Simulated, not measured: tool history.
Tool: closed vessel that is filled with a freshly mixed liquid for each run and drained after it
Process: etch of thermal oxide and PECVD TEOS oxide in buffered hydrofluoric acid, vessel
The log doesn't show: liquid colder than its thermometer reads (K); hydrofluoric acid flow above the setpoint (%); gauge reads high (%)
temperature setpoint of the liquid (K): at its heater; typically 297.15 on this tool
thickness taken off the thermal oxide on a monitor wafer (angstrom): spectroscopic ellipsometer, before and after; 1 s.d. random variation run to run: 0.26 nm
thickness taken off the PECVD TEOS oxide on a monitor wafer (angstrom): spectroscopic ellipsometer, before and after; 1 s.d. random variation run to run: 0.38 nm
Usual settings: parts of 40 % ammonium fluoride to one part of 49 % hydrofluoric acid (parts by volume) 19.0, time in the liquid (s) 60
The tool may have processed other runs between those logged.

run   hour  temperature setpoint of the liquid (K)  parts of 40 % ammonium fluoride to one part of 49 % hydrofluoric acid (parts by volume)  time in the liquid (s)  wafers since the last listed run  hours since the thermometer was replaced  hours since the hydrofluoric acid flow meter was replaced  hours since the gauge calibration  read-back film thickness of the thermal oxide reference wafer, read on the same gauge (nm)  read-back film thickness of the PECVD TEOS oxide reference wafer, read on the same gauge (nm)  thickness taken off the thermal oxide on a monitor wafer (angstrom)  thickness taken off the PECVD TEOS oxide on a monitor wafer (angstrom)
  1    0.0                                  300.15                                                                                     19.0                      60                                 0                                    1160.8                                                     1806.9                              175.8                                                                                       99.99                                                                                          39.99                                                                531.9                                                                  1413.5
  2   33.1                                  300.15                                                                                     19.0                      60                              3167                                    1193.9                                                     1840.0                              208.9                                                                                      100.03                                                                                          39.98                                                                527.9                                                                  1413.3
  3   47.8                                  297.15                                                                                     19.0                      60                              1406                                    1208.6                                                     1854.7                              223.6                                                                                       99.97                                                                                          40.02                                                                452.8                                                                  1206.0
  4   63.2                                  297.15                                                                                     19.0                      60                              1473                                    1224.0                                                     1870.1                              239.0                                                                                      100.00                                                                                          39.94                                                                448.0                                                                  1211.6
  5   80.4                                  297.15                                                                                     19.0                      60                              1645                                    1241.2                                                     1887.3                              256.2                                                                                      100.01                                                                                          40.05                                                                457.2                                                                  1202.4
  6   99.8                                  297.15                                                                                     19.0                      60                              1856                                    1260.6                                                     1906.7                              275.6                                                                                       99.99                                                                                          39.98                                                                461.7                                                                  1217.0
  7  134.8                                  297.15                                                                                     19.0                      60                              3349                                    1295.6                                                     1941.7                              310.6                                                                                      100.00                                                                                          40.03                                                                455.5                                                                  1213.3
  8  157.5                                  297.15                                                                                     19.0                      60                              2172                                    1318.3                                                     1964.4                              333.3                                                                                       99.96                                                                                          40.04                                                                457.9                                                                  1205.4
  9  177.0                                  297.15                                                                                     19.0                      60                              1866                                    1337.8                                                     1983.9                              352.8                                                                                      100.05                                                                                          40.01                                                                458.7                                                                  1214.7
     195.1  -- hydrofluoric acid flow meter replaced
 10  208.7                                  297.15                                                                                     19.0                      60                              2937                                    1369.5                                                       13.6                              384.5                                                                                       99.93                                                                                          40.03                                                                422.6                                                                  1124.8
     220.9  -- gauge calibrated
 11  227.5                                  297.15                                                                                     14.0                      85                              1799                                    1388.3                                                       32.4                                6.6                                                                                      100.00                                                                                          39.98                                                                803.0                                                                  2133.6
 12  246.9                                  297.15                                                                                     19.0                      60                              1856                                    1407.7                                                       51.8                               26.0                                                                                       99.98                                                                                          40.01                                                                415.3                                                                  1120.3
 13  277.0                                  297.15                                                                                     19.0                      60                              2880                                    1437.8                                                       81.9                               56.1                                                                                       99.97                                                                                          39.98                                                                419.0                                                                  1122.8
 14  295.1                                  300.65                                                                                     16.0                      35                              1732                                    1455.9                                                      100.0                               74.2                                                                                      100.00                                                                                          39.98                                                                353.2                                                                   936.9
     297.2  -- thermometer replaced
 15  308.7                                  295.65                                                                                     19.0                      70                              1205                                      11.5                                                      113.6                               87.8                                                                                       99.99                                                                                          40.04                                                                453.4                                                                  1204.2
 16  341.8                                  297.15                                                                                     19.0                      60                              3167                                      44.6                                                      146.7                              120.9                                                                                       99.97                                                                                          40.01                                                                422.3                                                                  1119.4
 17  363.3                                  297.15                                                                                     15.0                      50                              2057                                      66.1                                                      168.2                              142.4                                                                                      100.03                                                                                          39.99                                                                445.4                                                                  1181.5
 18  383.5                                  292.65                                                                                     15.0                      60                              1933                                      86.3                                                      188.4                              162.6                                                                                       99.97                                                                                          39.99                                                                422.8                                                                  1106.8
 19  399.1                                  297.15                                                                                     19.0                      30                              1492                                     101.9                                                      204.0                              178.2                                                                                      100.04                                                                                          40.06                                                                210.5                                                                   563.5
 20  412.4                                  293.65                                                                                     26.5                      75                              1272                                     115.2                                                      217.3                              191.5                                                                                       99.96                                                                                          39.98                                                                336.8                                                                   900.9

Results per run with the tool's hidden condition removed, run-to-run variation unchanged:
run  thickness taken off the thermal oxide on a monitor wafer (angstrom)  thickness taken off the PECVD TEOS oxide on a monitor wafer (angstrom)
  1                                                                485.2                                                                  1289.5
  2                                                                480.8                                                                  1287.3
  3                                                                412.1                                                                  1097.5
  4                                                                407.4                                                                  1101.9
  5                                                                415.5                                                                  1092.6
  6                                                                419.2                                                                  1104.9
  7                                                                412.8                                                                  1099.7
  8                                                                414.6                                                                  1091.4
  9                                                                414.9                                                                  1098.8
 10                                                                416.7                                                                  1109.2
 11                                                                791.2                                                                  2102.0
 12                                                                408.7                                                                  1102.6
 13                                                                411.7                                                                  1103.4
 14                                                                346.8                                                                   919.9
 15                                                                444.8                                                                  1181.5
 16                                                                413.6                                                                  1096.4
 17                                                                435.8                                                                  1156.1
 18                                                                413.2                                                                  1081.8
 19                                                                205.6                                                                   550.4
 20                                                                331.1                                                                   885.7
